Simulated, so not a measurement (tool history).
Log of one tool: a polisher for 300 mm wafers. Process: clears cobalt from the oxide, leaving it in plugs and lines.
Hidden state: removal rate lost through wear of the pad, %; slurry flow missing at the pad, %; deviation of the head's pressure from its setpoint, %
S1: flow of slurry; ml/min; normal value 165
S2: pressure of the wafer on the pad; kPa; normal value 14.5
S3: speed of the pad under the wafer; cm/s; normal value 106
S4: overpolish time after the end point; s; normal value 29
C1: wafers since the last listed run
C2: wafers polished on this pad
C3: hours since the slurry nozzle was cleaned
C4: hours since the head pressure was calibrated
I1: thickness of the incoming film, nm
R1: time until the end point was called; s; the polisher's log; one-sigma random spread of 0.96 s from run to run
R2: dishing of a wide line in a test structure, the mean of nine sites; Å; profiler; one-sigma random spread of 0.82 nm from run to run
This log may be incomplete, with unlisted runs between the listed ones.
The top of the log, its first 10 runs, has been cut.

| run | hour | S1 | S2 | S3 | S4 | C1 | C2 | C3 | C4 | I1 | R1 | R2 |
|---|---|---|---|---|---|---|---|---|---|---|---|---|
| 11 | 218.4 | 165 | 14.5 | 106 | 42 | 112 | 357 | 378.1 | 1264.6 | 361.5 | 76.1 | 651 |
| 12 | 247.6 | 165 | 14.5 | 106 | 29 | 174 | 531 | 407.3 | 1293.8 | 365.5 | 78.2 | 597 |
| 13 | 274.5 | 165 | 14.5 | 106 | 29 | 160 | 692 | 434.2 | 1320.7 | 366.6 | 79 | 598 |
| 14 | 307.4 | 165 | 14.5 | 106 | 29 | 196 | 889 | 467.1 | 1353.6 | 353.9 | 79.8 | 578 |
| 15 | 331.3 | 165 | 14.5 | 106 | 29 | 142 | 1031 | 491 | 1377.5 | 358.1 | 79.5 | 576 |
|  | 353.9 | worn pad replaced by a new one |
| 16 | 357.1 | 165 | 14.5 | 106 | 29 | 130 | 18 | 516.8 | 1403.3 | 366.2 | 82.7 | 594 |
| 17 | 386.3 | 165 | 17.9 | 68 | 18 | 174 | 193 | 546 | 1432.5 | 361.4 | 103.7 | 405 |
|  | 407.1 | head pressure recalibrated |
| 18 | 418.9 | 135 | 14.5 | 138 | 29 | 182 | 376 | 578.6 | 11.8 | 357.2 | 55.7 | 626 |
| 19 | 435.4 | 165 | 14.5 | 106 | 29 | 98 | 474 | 595.1 | 28.3 | 355.8 | 71.4 | 611 |
| 20 | 461.2 | 165 | 18.6 | 106 | 29 | 154 | 628 | 620.9 | 54.1 | 363.1 | 55.5 | 638 |
| 21 | 496.1 | 165 | 14.5 | 106 | 35 | 208 | 837 | 655.8 | 89 | 365.5 | 72.7 | 632 |
| 22 | 530 | 190 | 18.6 | 128 | 37 | 202 | 1039 | 689.7 | 122.9 | 359.8 | 45.3 | 686 |
|  | 551 | worn pad replaced by a new one |
| 23 | 551.5 | 215 | 17.2 | 106 | 29 | 104 | 2 | 711.2 | 144.4 | 362.5 | 58.4 | 624 |
|  | 570.4 | slurry nozzle cleaned |
| 24 | 571.8 | 165 | 9.7 | 122 | 35 | 115 | 118 | 1.4 | 164.7 | 361.4 | 84.4 | 620 |
| 25 | 594.4 | 145 | 10.3 | 106 | 15 | 134 | 253 | 24 | 187.3 | 363.3 | 94.2 | 383 |
| 26 | 628.5 | 165 | 12.4 | 106 | 38 | 203 | 456 | 58.1 | 221.4 | 353.8 | 73.1 | 639 |
| 27 | 660.3 | 165 | 14.5 | 92 | 29 | 189 | 646 | 89.9 | 253.2 | 355.1 | 74.8 | 598 |
| 28 | 676.6 | 165 | 14.5 | 106 | 29 | 97 | 744 | 106.2 | 269.5 | 360.5 | 65.5 | 612 |
| 29 | 710.4 | 165 | 14.5 | 106 | 29 | 201 | 945 | 140 | 303.3 | 361.9 | 66 | 619 |
| 30 | 734.8 | 165 | 14.5 | 106 | 29 | 145 | 1091 | 164.4 | 327.7 | 360.5 | 64.6 | 618 |
| 31 | 752.2 | 225 | 14.5 | 106 | 18 | 103 | 1195 | 181.8 | 345.1 | 365.1 | 64.5 | 526 |
|  | 769.1 | worn pad replaced by a new one |
| 32 | 771.2 | 165 | 14.5 | 106 | 29 | 89 | 12 | 200.8 | 364.1 | 360.7 | 66.8 | 609 |
| 33 | 793.4 | 165 | 14.5 | 106 | 29 | 132 | 145 | 223 | 386.3 | 356.2 | 63.6 | 619 |
| 34 | 817.3 | 165 | 11 | 94 | 45 | 142 | 287 | 246.9 | 410.2 | 366.9 | 95.2 | 616 |

4 ways to go on from here, each from the tool as it stands after run 34. What would each give?
| A | 817.8 | 165 | 14.5 | 86 | 29 | 2 | 290 | 247.4 | 410.7 | 363.2 | ? | ? |
| B | 817.8 | 195 | 14.5 | 72 | 40 | 2 | 290 | 247.4 | 410.7 | 363.2 | ? | ? |
| C | 817.8 | 145 | 14.5 | 106 | 29 | 2 | 290 | 247.4 | 410.7 | 363.2 | ? | ? |
| D | 817.8 | 215 | 14.5 | 124 | 29 | 2 | 290 | 247.4 | 410.7 | 363.2 | ? | ? |

| run | R1 | R2 |
|---|---|---|
| A | 79.1 | 585 |
| B | 92.1 | 619 |
| C | 65.7 | 618 |
| D | 52.8 | 649 |
Without the tool's hidden state the same runs would have given:
| run | R1 | R2 |
|---|---|---|
| A | 77.4 | 589 |
| B | 90.2 | 622 |
| C | 64.2 | 622 |
| D | 51.7 | 652 |
